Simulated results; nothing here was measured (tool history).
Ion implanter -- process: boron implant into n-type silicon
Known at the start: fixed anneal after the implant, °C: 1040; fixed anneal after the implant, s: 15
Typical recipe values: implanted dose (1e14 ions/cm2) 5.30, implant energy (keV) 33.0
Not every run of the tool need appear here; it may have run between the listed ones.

| run | hour | implanted dose (1e14 ions/cm2) | implant energy (keV) | read-back reference wafer on the same gauge, sheet resistance | sheet resistance of the implanted and annealed layer (ohm/square) |
|---|---|---|---|---|---|
| 1 | 0.0 | 4.86 | 28.5 | 235.88 | 241.70 |
| 2 | 63.4 | 4.86 | 28.5 | 235.91 | 242.10 |
| 3 | 112.3 | 5.30 | 33.0 | 235.84 | 222.69 |
| 4 | 326.7 | 5.30 | 33.0 | 235.98 | 220.49 |
| 5 | 395.2 | 5.30 | 36.5 | 235.94 | 218.52 |
| 6 | 430.4 | 5.30 | 36.5 | 235.96 | 217.33 |
| 7 | 473.5 | 5.30 | 33.0 | 235.90 | 219.45 |
|  | 486.7 | gauge calibrated |
| 8 | 511.1 | 5.30 | 33.0 | 235.95 | 218.52 |
| 9 | 538.2 | 5.30 | 33.0 | 235.88 | 219.11 |
| 10 | 597.0 | 5.30 | 33.0 | 235.95 | 218.89 |
| 11 | 656.6 | 5.30 | 33.0 | 235.93 | 217.87 |
| 12 | 701.2 | 5.30 | 21.5 | 235.95 | 228.53 |
|  | 721.3 | Faraday cup replaced and dose calibrated |
| 13 | 733.9 | 4.74 | 25.0 | 236.12 | 256.32 |
|  | 752.7 | extraction supply calibrated |
| 14 | 774.0 | 6.85 | 26.0 | 236.00 | 188.51 |
| 15 | 843.7 | 5.30 | 33.0 | 235.97 | 226.01 |
| 16 | 904.9 | 5.30 | 33.0 | 236.08 | 224.61 |
| 17 | 955.8 | 5.30 | 33.0 | 236.06 | 225.82 |
| 18 | 1111.6 | 5.90 | 33.0 | 236.06 | 204.15 |
| 19 | 1146.0 | 6.30 | 25.5 | 236.00 | 198.60 |
|  | 1183.9 | gauge calibrated |
| 20 | 1198.7 | 5.30 | 33.0 | 235.76 | 223.53 |
| 21 | 1259.0 | 6.70 | 42.5 | 236.05 | 178.71 |
| 22 | 1297.7 | 5.30 | 27.5 | 235.78 | 227.63 |

5 options for the next run, each taken on its own from the tool as it stands now. Forecast them:
| A | 1298.1 | 4.37 | 33.0 | ? | ? |
| B | 1298.1 | 4.02 | 33.0 | ? | ? |
| C | 1298.1 | 3.85 | 37.0 | ? | ? |
| D | 1298.1 | 4.43 | 44.0 | ? | ? |
| E | 1298.1 | 4.02 | 28.5 | ? | ? |

| run | read-back reference wafer on the same gauge, sheet resistance | sheet resistance of the implanted and annealed layer (ohm/square) |
|---|---|---|
| A | 236.27 | 260.96 |
| B | 236.27 | 279.61 |
| C | 236.27 | 286.13 |
| D | 236.27 | 249.95 |
| E | 236.27 | 284.20 |
Had the tool no hidden state, the same runs would have come out as:
| run | sheet resistance of the implanted and annealed layer (ohm/square) |
|---|---|
| A | 265.98 |
| B | 284.97 |
| C | 291.61 |
| D | 254.75 |
| E | 289.62 |
